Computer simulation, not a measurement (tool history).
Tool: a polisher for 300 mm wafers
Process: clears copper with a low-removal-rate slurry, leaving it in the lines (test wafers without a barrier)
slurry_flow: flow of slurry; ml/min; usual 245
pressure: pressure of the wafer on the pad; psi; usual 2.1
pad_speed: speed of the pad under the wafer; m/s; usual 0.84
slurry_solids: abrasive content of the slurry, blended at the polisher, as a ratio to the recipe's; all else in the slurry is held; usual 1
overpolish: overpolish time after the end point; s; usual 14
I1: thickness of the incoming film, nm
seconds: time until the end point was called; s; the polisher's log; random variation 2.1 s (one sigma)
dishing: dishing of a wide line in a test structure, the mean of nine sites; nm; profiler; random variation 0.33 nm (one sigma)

Run 1, hour 0: usual settings; I1 248.6. Result: seconds 166.8 s, dishing 15.3 nm.
Run 2, hour 11.5: usual settings; I1 246.4. Result: seconds 162.5 s, dishing 14.9 nm.
Run 3, hour 22.1: usual settings; I1 254.1. Result: seconds 169 s, dishing 14.7 nm.
Run 4, hour 28.9: usual settings but pressure 2.4 psi; I1 255.1. Result: seconds 146.4 s, dishing 16.5 nm.
At hour 44.2: worn pad replaced by a new one.
Run 5, hour 44.7: usual settings but pressure 2.4 psi; I1 251.5. Result: seconds 147.2 s, dishing 17.1 nm.
Run 6, hour 52: usual settings but pressure 2.4 psi; I1 251.9. Result: seconds 149.9 s, dishing 15.9 nm.
Run 7, hour 58.4: usual settings but pressure 2.6 psi, pad_speed 1 m/s; I1 249.5. Result: seconds 112.9 s, dishing 20.6 nm.
Run 8, hour 75.4: usual settings; I1 244.9. Result: seconds 167.2 s, dishing 15.1 nm.
At hour 87.5: head pressure recalibrated.
Run 9, hour 88: usual settings but slurry_flow 325 ml/min, pressure 2.6 psi, overpolish 18 s; I1 248.5. Result: seconds 132.3 s, dishing 22.5 nm.
Run 10, hour 103.2: usual settings but pad_speed 0.74 m/s, overpolish 6 s; I1 252.2. Result: seconds 190.5 s, dishing 6.2 nm.
Run 11, hour 119.2: usual settings; I1 251.6. Result: seconds 170.8 s, dishing 14.8 nm.
Run 12, hour 133.4: usual settings; I1 249.2. Result: seconds 166.9 s, dishing 15.3 nm.
Run 13, hour 147.9: usual settings but slurry_flow 280 ml/min, pad_speed 0.98 m/s, overpolish 21 s; I1 250.6. Result: seconds 141.2 s, dishing 24 nm.
At hour 155.3: worn pad replaced by a new one.
Run 14, hour 156.6: usual settings but slurry_flow 185 ml/min, pad_speed 0.66 m/s; I1 252.1. Result: seconds 218.5 s, dishing 11.6 nm.
Run 15, hour 164.7: usual settings but pressure 2.4 psi, pad_speed 1.08 m/s, slurry_solids 1.2, overpolish 11 s; I1 252.7. Result: seconds 112.5 s, dishing 17.6 nm.
Run 16, hour 179.9: usual settings but slurry_flow 180 ml/min, pad_speed 1.02 m/s, overpolish 17 s; I1 251.8. Result: seconds 145.9 s, dishing 19.3 nm.
Run 17, hour 187.9: usual settings but slurry_flow 265 ml/min, pressure 2.6 psi, pad_speed 0.94 m/s; I1 249.4. Result: seconds 119.5 s, dishing 19.3 nm.
At hour 191.2: slurry nozzle cleaned.
Run 18, hour 203: usual settings but slurry_solids 1.2; I1 251. Result: seconds 167.2 s, dishing 15.1 nm.
Run 19, hour 247.8: usual settings; I1 248.2. Result: seconds 169 s, dishing 14.4 nm.
At hour 251.2: slurry blender recalibrated.
At hour 256: worn pad replaced by a new one.
Run 20, hour 264.8: usual settings; I1 249.8. Result: seconds 175.5 s, dishing 13.9 nm.
Run 21, hour 279.7: usual settings but pad_speed 0.92 m/s; I1 253.7. Result: seconds 160 s, dishing 15.4 nm.
Run 22, hour 291.8: usual settings; I1 249.1. Result: seconds 175 s, dishing 14 nm.
At hour 303.1: slurry nozzle cleaned, repeated, since the last time left the tool worse.
Run 23, hour 304.1: usual settings but slurry_flow 280 ml/min, pad_speed 0.98 m/s, overpolish 21 s; I1 247.7. Result: seconds 138.7 s, dishing 23.6 nm.
Run 24, hour 320.3: usual settings but pad_speed 0.58 m/s; I1 246.8. Result: seconds 235.6 s, dishing 11 nm.
Run 25, hour 335.6: usual settings but slurry_solids 1.25, overpolish 17 s; I1 248.2. Result: seconds 155.8 s, dishing 18.3 nm.
Run 26, hour 349.8: usual settings but slurry_flow 165 ml/min, pressure 2.4 psi, pad_speed 1.08 m/s, overpolish 20 s; I1 252. Result: seconds 115.4 s, dishing 26.6 nm.
At hour 365.6: worn pad replaced by a new one.
Run 27, hour 366.1: usual settings; I1 247.8. Result: seconds 164.8 s, dishing 15.2 nm.
Run 28, hour 376.7: usual settings; I1 253.4. Result: seconds 166.8 s, dishing 15.3 nm.

Some steps in seconds between neighbouring runs. How much of each would the tool show without its hidden state too (settings, what came in, random variation), and how much is left for the hidden state, with any gauge scatter that isn't in both results?
The hidden state here: removal rate lost through wear of the pad, %; slurry flow missing at the pad, %; deviation of the head's pressure from its setpoint, %; abrasive missing from the slurry, %.
Run 14 -> 15: slurry_flow 185 -> 245, pressure 2.1 -> 2.4, pad_speed 0.66 -> 1.08, slurry_solids 1 -> 1.2, overpolish 14 -> 11. seconds -106 s: hidden state -4.1, all else -101.9.
Run 17 -> 18: slurry_flow 265 -> 245, pressure 2.6 -> 2.1, pad_speed 0.94 -> 0.84, slurry_solids 1 -> 1.2, slurry nozzle cleaned. seconds +47.7 s: hidden state +5.7, all else +42.
Run 22 -> 23: slurry_flow 245 -> 280, pad_speed 0.84 -> 0.98, overpolish 14 -> 21, slurry nozzle cleaned, repeated, since the last time left the tool worse. seconds -36.3 s: hidden state -12.4, all else -23.9.
Run 23 -> 24: slurry_flow 280 -> 245, pad_speed 0.98 -> 0.58, overpolish 21 -> 14. seconds +96.9 s: hidden state +0.5, all else +96.4.
